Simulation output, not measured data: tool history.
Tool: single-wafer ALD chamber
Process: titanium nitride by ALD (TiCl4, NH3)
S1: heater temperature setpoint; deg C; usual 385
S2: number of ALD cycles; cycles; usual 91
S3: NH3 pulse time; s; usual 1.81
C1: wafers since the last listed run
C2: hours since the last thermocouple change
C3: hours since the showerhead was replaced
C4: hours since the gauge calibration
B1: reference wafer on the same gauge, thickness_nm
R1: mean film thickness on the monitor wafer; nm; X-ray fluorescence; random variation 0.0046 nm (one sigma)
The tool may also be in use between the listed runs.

| run | day | S1 | S2 | S3 | C1 | C2 | C3 | C4 | B1 | R1 |
|---|---|---|---|---|---|---|---|---|---|---|
| 1 | 0 | 385 | 91 | 1.81 | 0 | 92.7 | 3318.5 | 15 | 1.939 | 1.845 |
| 2 | 1.262 | 385 | 91 | 1.81 | 56 | 123 | 3348.8 | 45.3 | 1.94 | 1.851 |
| 3 | 2.062 | 385 | 91 | 1.81 | 35 | 142.2 | 3368 | 64.5 | 1.941 | 1.846 |
| 4 | 2.638 | 385 | 91 | 1.81 | 25 | 156 | 3381.8 | 78.3 | 1.939 | 1.845 |
| 5 | 4.088 | 385 | 91 | 1.81 | 64 | 190.8 | 3416.6 | 113.1 | 1.939 | 1.846 |
| 6 | 4.808 | 385 | 91 | 1.81 | 32 | 208.1 | 3433.9 | 130.4 | 1.94 | 1.846 |
| 7 | 8.75 | 385 | 91 | 1.81 | 175 | 302.7 | 3528.5 | 225 | 1.938 | 1.846 |
| 8 | 9.338 | 385 | 91 | 1.81 | 26 | 316.8 | 3542.6 | 239.1 | 1.936 | 1.847 |
| 9 | 10.146 | 385 | 91 | 1.81 | 35 | 336.2 | 3562 | 258.5 | 1.937 | 1.855 |
| 10 | 11.096 | 385 | 91 | 1.81 | 42 | 359 | 3584.8 | 281.3 | 1.937 | 1.841 |
| 11 | 12.367 | 385 | 91 | 1.81 | 56 | 389.5 | 3615.3 | 311.8 | 1.935 | 1.842 |
| 12 | 13.696 | 385 | 91 | 1.81 | 59 | 421.4 | 3647.2 | 343.7 | 1.934 | 1.841 |
| 13 | 14.846 | 380 | 85 | 1.81 | 51 | 449 | 3674.8 | 371.3 | 1.932 | 1.711 |
| 14 | 16.075 | 380 | 85 | 1.81 | 54 | 478.5 | 3704.3 | 400.8 | 1.932 | 1.715 |
| 15 | 17.042 | 380 | 85 | 1.81 | 42 | 501.7 | 3727.5 | 424 | 1.932 | 1.713 |
| 16 | 17.958 | 385 | 83 | 1.49 | 40 | 523.7 | 3749.5 | 446 | 1.931 | 1.654 |
| 17 | 19.908 | 385 | 83 | 1.49 | 86 | 570.5 | 3796.3 | 492.8 | 1.929 | 1.652 |
| 18 | 21.321 | 385 | 91 | 2.04 | 62 | 604.4 | 3830.2 | 526.7 | 1.925 | 1.849 |
| 19 | 22.783 | 385 | 91 | 2.04 | 64 | 639.5 | 3865.3 | 561.8 | 1.923 | 1.844 |
| 20 | 23.738 | 378 | 98 | 1.12 | 42 | 662.4 | 3888.2 | 584.7 | 1.922 | 1.884 |
|  | 24.921 | showerhead replaced |
| 21 | 24.942 | 397 | 79 | 1.18 | 38 | 691.3 | 0.5 | 613.6 | 1.919 | 1.569 |
| 22 | 26.229 | 390 | 91 | 1.81 | 57 | 722.2 | 31.4 | 644.5 | 1.919 | 1.832 |
| 23 | 26.867 | 371 | 75 | 1.13 | 28 | 737.5 | 46.7 | 659.8 | 1.917 | 1.424 |
| 24 | 28.117 | 385 | 91 | 1.81 | 55 | 767.5 | 76.7 | 689.8 | 1.916 | 1.824 |
| 25 | 29.308 | 385 | 85 | 2.24 | 52 | 796.1 | 105.3 | 718.4 | 1.914 | 1.726 |
|  | 30.546 | gauge calibrated |
| 26 | 30.738 | 385 | 79 | 1.52 | 63 | 830.4 | 139.6 | 4.6 | 1.942 | 1.594 |
| 27 | 32.096 | 376 | 100 | 1.81 | 60 | 863 | 172.2 | 37.2 | 1.942 | 2.012 |
| 28 | 32.975 | 385 | 83 | 1.49 | 39 | 884.1 | 193.3 | 58.3 | 1.943 | 1.663 |
| 29 | 33.829 | 397 | 106 | 1.49 | 37 | 904.6 | 213.8 | 78.8 | 1.942 | 2.153 |
| 30 | 34.458 | 398 | 91 | 1.81 | 27 | 919.7 | 228.9 | 93.9 | 1.941 | 1.871 |
|  | 36.058 | thermocouple changed; heater temperature recalibrated |
| 31 | 37.779 | 398 | 74 | 1.21 | 132 | 41.3 | 308.6 | 173.6 | 1.941 | 1.486 |
| 32 | 41.854 | 385 | 91 | 1.81 | 180 | 139.1 | 406.4 | 271.4 | 1.94 | 1.855 |
| 33 | 42.896 | 385 | 91 | 1.81 | 46 | 164.1 | 431.4 | 296.4 | 1.937 | 1.841 |
| 34 | 43.712 | 373 | 98 | 2.26 | 36 | 183.7 | 451 | 316 | 1.937 | 1.986 |
| 35 | 44.733 | 378 | 81 | 1.81 | 45 | 208.2 | 475.5 | 340.5 | 1.937 | 1.63 |
| 36 | 45.542 | 396 | 108 | 1.81 | 35 | 227.6 | 494.9 | 359.9 | 1.935 | 2.209 |
| 37 | 46.771 | 376 | 96 | 2.05 | 54 | 257.1 | 524.4 | 389.4 | 1.935 | 1.947 |
| 38 | 47.796 | 381 | 74 | 2.48 | 45 | 281.7 | 549 | 414 | 1.935 | 1.519 |
| 39 | 48.996 | 385 | 83 | 1.49 | 53 | 310.5 | 577.8 | 442.8 | 1.931 | 1.653 |

Hidden state or all else? Some run-to-run changes of R1, split into what the settings, what came in and random variation would give without the hidden state, and what is left for the hidden state (with any gauge scatter that isn't in both results):
The hidden state here: wafer temperature above the value expected at the setpoint (K); gauge reads high (%).
Run 21 -> 22: S1 397 -> 390, S2 79 -> 91, S3 1.18 -> 1.81. R1 +0.263 nm: hidden state -0.005, all else +0.268.
Run 23 -> 24: S1 371 -> 385, S2 75 -> 91, S3 1.13 -> 1.81. R1 +0.4 nm: hidden state -0.006, all else +0.406.
Run 25 -> 26: S2 85 -> 79, S3 2.24 -> 1.52, gauge calibrated. R1 -0.132 nm: hidden state +0.025, all else -0.157.
Run 28 -> 29: S1 385 -> 397, S2 83 -> 106. R1 +0.49 nm: hidden state +0, all else +0.49.
Run 35 -> 36: S1 378 -> 396, S2 81 -> 108. R1 +0.579 nm: hidden state -0.002, all else +0.581.
Run 37 -> 38: S1 376 -> 381, S2 96 -> 74, S3 2.05 -> 2.48. R1 -0.428 nm: hidden state +0, all else -0.428.
